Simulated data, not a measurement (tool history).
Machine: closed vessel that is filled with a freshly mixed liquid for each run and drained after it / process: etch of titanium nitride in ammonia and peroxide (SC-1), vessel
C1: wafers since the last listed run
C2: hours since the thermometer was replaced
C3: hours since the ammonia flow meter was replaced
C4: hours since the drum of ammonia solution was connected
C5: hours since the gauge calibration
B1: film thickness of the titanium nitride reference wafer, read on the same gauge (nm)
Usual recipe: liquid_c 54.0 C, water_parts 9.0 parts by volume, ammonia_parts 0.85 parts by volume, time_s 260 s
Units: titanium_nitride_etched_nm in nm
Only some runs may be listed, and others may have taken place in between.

run 1 hour=0.0 | liquid_c=59.0 water_parts=9.0 ammonia_parts=0.85 time_s=150 | C1=0 C2=391.7 C3=120.6 C4=227.9 C5=412.5 | B1=139.98 | titanium_nitride_etched_nm=26.86
run 2 hour=36.2 | liquid_c=59.0 water_parts=9.0 ammonia_parts=0.85 time_s=150 | C1=2914 C2=427.9 C3=156.8 C4=264.1 C5=448.7 | B1=139.97 | titanium_nitride_etched_nm=26.83
run 3 hour=78.3 | liquid_c=54.0 water_parts=12.0 ammonia_parts=0.85 time_s=260 | C1=3389 C2=470.0 C3=198.9 C4=306.2 C5=490.8 | B1=139.99 | titanium_nitride_etched_nm=28.90
run 4 hour=124.4 | liquid_c=54.0 water_parts=12.0 ammonia_parts=0.85 time_s=260 | C1=3711 C2=516.1 C3=245.0 C4=352.3 C5=536.9 | B1=140.01 | titanium_nitride_etched_nm=28.79
run 5 hour=181.9 | liquid_c=54.0 water_parts=12.0 ammonia_parts=0.85 time_s=260 | C1=4629 C2=573.6 C3=302.5 C4=409.8 C5=594.4 | B1=140.02 | titanium_nitride_etched_nm=28.77
-- hour=264.4 thermometer replaced
run 6 hour=376.0 | liquid_c=54.0 water_parts=9.0 ammonia_parts=0.95 time_s=225 | C1=15546 C2=111.6 C3=496.6 C4=603.9 C5=788.5 | B1=139.95 | titanium_nitride_etched_nm=29.25
run 7 hour=423.6 | liquid_c=54.0 water_parts=9.0 ammonia_parts=0.95 time_s=225 | C1=3832 C2=159.2 C3=544.2 C4=651.5 C5=836.1 | B1=140.01 | titanium_nitride_etched_nm=29.21
run 8 hour=476.3 | liquid_c=48.0 water_parts=9.0 ammonia_parts=0.85 time_s=260 | C1=4242 C2=211.9 C3=596.9 C4=704.2 C5=888.8 | B1=140.02 | titanium_nitride_etched_nm=21.86
run 9 hour=507.0 | liquid_c=48.0 water_parts=9.0 ammonia_parts=0.85 time_s=260 | C1=2471 C2=242.6 C3=627.6 C4=734.9 C5=919.5 | B1=140.02 | titanium_nitride_etched_nm=22.09
-- hour=550.3 ammonia flow meter replaced
run 10 hour=569.6 | liquid_c=48.0 water_parts=9.0 ammonia_parts=0.85 time_s=260 | C1=4959 C2=305.2 C3=19.3 C4=797.5 C5=982.1 | B1=140.00 | titanium_nitride_etched_nm=21.84
run 11 hour=604.9 | liquid_c=50.0 water_parts=9.0 ammonia_parts=0.60 time_s=260 | C1=2842 C2=340.5 C3=54.6 C4=832.8 C5=1017.4 | B1=139.99 | titanium_nitride_etched_nm=23.65
-- hour=730.1 new drum of ammonia solution connected
run 12 hour=765.9 | liquid_c=54.0 water_parts=9.0 ammonia_parts=1.20 time_s=325 | C1=12881 C2=501.5 C3=215.6 C4=35.8 C5=1178.4 | B1=139.99 | titanium_nitride_etched_nm=42.73
run 13 hour=791.3 | liquid_c=63.0 water_parts=9.0 ammonia_parts=0.85 time_s=260 | C1=2045 C2=526.9 C3=241.0 C4=61.2 C5=1203.8 | B1=140.00 | titanium_nitride_etched_nm=59.38
-- hour=819.1 gauge calibrated
-- hour=849.9 thermometer replaced
run 14 hour=860.5 | liquid_c=49.5 water_parts=13.0 ammonia_parts=0.55 time_s=340 | C1=5490 C2=10.6 C3=310.2 C4=130.4 C5=41.4 | B1=139.98 | titanium_nitride_etched_nm=23.92
run 15 hour=900.3 | liquid_c=47.0 water_parts=11.0 ammonia_parts=0.85 time_s=135 | C1=3204 C2=50.4 C3=350.0 C4=170.2 C5=81.2 | B1=140.00 | titanium_nitride_etched_nm=9.43
-- hour=919.3 new drum of ammonia solution connected, repeated, since the last time left the tool worse
run 16 hour=943.4 | liquid_c=54.0 water_parts=9.0 ammonia_parts=0.85 time_s=260 | C1=3389 C2=93.5 C3=393.1 C4=24.1 C5=124.3 | B1=139.96 | titanium_nitride_etched_nm=33.32
run 17 hour=977.2 | liquid_c=54.0 water_parts=5.0 ammonia_parts=0.85 time_s=260 | C1=2721 C2=127.3 C3=426.9 C4=57.9 C5=158.1 | B1=139.99 | titanium_nitride_etched_nm=44.11
run 18 hour=1014.2 | liquid_c=54.0 water_parts=9.0 ammonia_parts=0.85 time_s=260 | C1=2978 C2=164.3 C3=463.9 C4=94.9 C5=195.1 | B1=139.97 | titanium_nitride_etched_nm=33.50
run 19 hour=1048.8 | liquid_c=54.0 water_parts=7.0 ammonia_parts=0.85 time_s=120 | C1=2785 C2=198.9 C3=498.5 C4=129.5 C5=229.7 | B1=140.00 | titanium_nitride_etched_nm=17.49
run 20 hour=1119.6 | liquid_c=54.0 water_parts=9.0 ammonia_parts=0.85 time_s=260 | C1=5700 C2=269.7 C3=569.3 C4=200.3 C5=300.5 | B1=140.03 | titanium_nitride_etched_nm=33.14
run 21 hour=1148.9 | liquid_c=58.0 water_parts=9.0 ammonia_parts=0.55 time_s=260 | C1=2359 C2=299.0 C3=598.6 C4=229.6 C5=329.8 | B1=140.01 | titanium_nitride_etched_nm=40.97

3 ways to go on from here, each from the tool as it stands after run 21. What would each give?
run A hour=1149.6 | liquid_c=54.0 water_parts=9.0 ammonia_parts=0.85 time_s=260 | C1=56 C2=299.7 C3=599.3 C4=230.3 C5=330.5 | B1=? | titanium_nitride_etched_nm=?
run B hour=1149.6 | liquid_c=49.5 water_parts=12.0 ammonia_parts=0.85 time_s=325 | C1=56 C2=299.7 C3=599.3 C4=230.3 C5=330.5 | B1=? | titanium_nitride_etched_nm=?
run C hour=1149.6 | liquid_c=59.0 water_parts=10.5 ammonia_parts=0.85 time_s=260 | C1=56 C2=299.7 C3=599.3 C4=230.3 C5=330.5 | B1=? | titanium_nitride_etched_nm=?

run=A B1=139.98 titanium_nitride_etched_nm=33.31
run=B B1=139.98 titanium_nitride_etched_nm=26.37
run=C B1=139.98 titanium_nitride_etched_nm=43.08
The same runs, with their run-to-run variation unchanged, on a tool lacking any hidden condition would have given:
run=A titanium_nitride_etched_nm=33.41
run=B titanium_nitride_etched_nm=26.45
run=C titanium_nitride_etched_nm=43.21
